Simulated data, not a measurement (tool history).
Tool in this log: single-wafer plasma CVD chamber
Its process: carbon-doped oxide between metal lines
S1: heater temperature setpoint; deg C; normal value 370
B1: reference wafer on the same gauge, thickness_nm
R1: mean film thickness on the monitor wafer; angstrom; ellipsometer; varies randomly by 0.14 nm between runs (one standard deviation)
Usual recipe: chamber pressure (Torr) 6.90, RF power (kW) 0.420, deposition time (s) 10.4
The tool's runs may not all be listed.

run 1 hour=0.0 | S1=370 chamber_pressure_(Torr)=6.90 RF_power_(kW)=0.420 deposition_time_(s)=10.4 | B1=44.228 | R1=434.62
run 2 hour=10.5 | S1=370 chamber_pressure_(Torr)=6.90 RF_power_(kW)=0.420 deposition_time_(s)=10.4 | B1=44.305 | R1=433.52
run 3 hour=28.3 | S1=370 chamber_pressure_(Torr)=6.90 RF_power_(kW)=0.420 deposition_time_(s)=10.4 | B1=44.289 | R1=431.96
run 4 hour=46.3 | S1=370 chamber_pressure_(Torr)=6.90 RF_power_(kW)=0.420 deposition_time_(s)=10.4 | B1=44.327 | R1=432.86
run 5 hour=55.3 | S1=370 chamber_pressure_(Torr)=6.90 RF_power_(kW)=0.420 deposition_time_(s)=10.4 | B1=44.256 | R1=434.40
run 6 hour=69.5 | S1=370 chamber_pressure_(Torr)=6.90 RF_power_(kW)=0.420 deposition_time_(s)=10.4 | B1=44.317 | R1=433.24
-- hour=80.5 thermocouple changed; heater temperature recalibrated
run 7 hour=85.1 | S1=385 chamber_pressure_(Torr)=7.91 RF_power_(kW)=0.420 deposition_time_(s)=9.9 | B1=44.295 | R1=403.00
-- hour=93.2 gauge calibrated
run 8 hour=99.2 | S1=362 chamber_pressure_(Torr)=6.90 RF_power_(kW)=0.385 deposition_time_(s)=12.4 | B1=44.289 | R1=491.04
run 9 hour=111.0 | S1=370 chamber_pressure_(Torr)=6.90 RF_power_(kW)=0.420 deposition_time_(s)=10.4 | B1=44.217 | R1=431.85
run 10 hour=127.6 | S1=370 chamber_pressure_(Torr)=6.90 RF_power_(kW)=0.420 deposition_time_(s)=9.4 | B1=44.282 | R1=391.56
run 11 hour=140.6 | S1=360 chamber_pressure_(Torr)=8.05 RF_power_(kW)=0.495 deposition_time_(s)=10.4 | B1=44.342 | R1=496.65
-- hour=154.3 RF generator calibrated
run 12 hour=158.2 | S1=370 chamber_pressure_(Torr)=6.90 RF_power_(kW)=0.420 deposition_time_(s)=12.4 | B1=44.331 | R1=548.93
run 13 hour=169.7 | S1=370 chamber_pressure_(Torr)=6.90 RF_power_(kW)=0.420 deposition_time_(s)=10.4 | B1=44.339 | R1=460.62
-- hour=178.5 capacitance manometer re-zeroed and calibrated
-- hour=191.7 showerhead replaced, of another model than before
run 14 hour=192.2 | S1=366 chamber_pressure_(Torr)=6.25 RF_power_(kW)=0.500 deposition_time_(s)=11.5 | B1=44.396 | R1=588.58
run 15 hour=196.4 | S1=383 chamber_pressure_(Torr)=7.44 RF_power_(kW)=0.470 deposition_time_(s)=12.1 | B1=44.305 | R1=579.26
run 16 hour=202.6 | S1=370 chamber_pressure_(Torr)=6.90 RF_power_(kW)=0.420 deposition_time_(s)=10.4 | B1=44.339 | R1=460.87
run 17 hour=211.9 | S1=370 chamber_pressure_(Torr)=6.90 RF_power_(kW)=0.395 deposition_time_(s)=10.4 | B1=44.204 | R1=433.56
run 18 hour=226.8 | S1=359 chamber_pressure_(Torr)=6.21 RF_power_(kW)=0.445 deposition_time_(s)=8.5 | B1=44.289 | R1=404.41
run 19 hour=242.3 | S1=364 chamber_pressure_(Torr)=6.90 RF_power_(kW)=0.420 deposition_time_(s)=12.4 | B1=44.325 | R1=550.60
run 20 hour=254.3 | S1=380 chamber_pressure_(Torr)=7.92 RF_power_(kW)=0.340 deposition_time_(s)=9.5 | B1=44.234 | R1=335.15
run 21 hour=271.0 | S1=378 chamber_pressure_(Torr)=6.90 RF_power_(kW)=0.420 deposition_time_(s)=10.4 | B1=44.324 | R1=451.33
run 22 hour=282.3 | S1=378 chamber_pressure_(Torr)=6.90 RF_power_(kW)=0.420 deposition_time_(s)=11.9 | B1=44.292 | R1=518.31
run 23 hour=295.2 | S1=370 chamber_pressure_(Torr)=5.37 RF_power_(kW)=0.370 deposition_time_(s)=10.4 | B1=44.273 | R1=394.06
run 24 hour=302.9 | S1=362 chamber_pressure_(Torr)=6.13 RF_power_(kW)=0.355 deposition_time_(s)=10.4 | B1=44.372 | R1=388.80
run 25 hour=313.7 | S1=370 chamber_pressure_(Torr)=5.72 RF_power_(kW)=0.420 deposition_time_(s)=11.2 | B1=44.273 | R1=485.68
run 26 hour=321.1 | S1=370 chamber_pressure_(Torr)=7.91 RF_power_(kW)=0.340 deposition_time_(s)=10.4 | B1=44.307 | R1=373.51
run 27 hour=332.2 | S1=356 chamber_pressure_(Torr)=8.24 RF_power_(kW)=0.485 deposition_time_(s)=8.8 | B1=44.339 | R1=459.13
run 28 hour=348.3 | S1=356 chamber_pressure_(Torr)=7.72 RF_power_(kW)=0.420 deposition_time_(s)=10.4 | B1=44.294 | R1=479.45
run 29 hour=361.2 | S1=362 chamber_pressure_(Torr)=6.13 RF_power_(kW)=0.355 deposition_time_(s)=10.4 | B1=44.263 | R1=391.31

4 ways to go on from here, each from the tool as it stands after run 29. What would each give?
run A hour=361.6 | S1=357 chamber_pressure_(Torr)=6.90 RF_power_(kW)=0.420 deposition_time_(s)=10.4 | B1=? | R1=?
run B hour=361.6 | S1=370 chamber_pressure_(Torr)=6.90 RF_power_(kW)=0.420 deposition_time_(s)=9.1 | B1=? | R1=?
run C hour=361.6 | S1=370 chamber_pressure_(Torr)=6.90 RF_power_(kW)=0.345 deposition_time_(s)=11.2 | B1=? | R1=?
run D hour=361.6 | S1=370 chamber_pressure_(Torr)=8.59 RF_power_(kW)=0.495 deposition_time_(s)=9.3 | B1=? | R1=?

run=A B1=44.298 R1=472.35
run=B B1=44.298 R1=402.67
run=C B1=44.298 R1=403.41
run=D B1=44.298 R1=481.38
The same runs, with their run-to-run variation unchanged, on a tool lacking any hidden condition would have given:
run=A R1=473.28
run=B R1=403.46
run=C R1=404.24
run=D R1=482.18

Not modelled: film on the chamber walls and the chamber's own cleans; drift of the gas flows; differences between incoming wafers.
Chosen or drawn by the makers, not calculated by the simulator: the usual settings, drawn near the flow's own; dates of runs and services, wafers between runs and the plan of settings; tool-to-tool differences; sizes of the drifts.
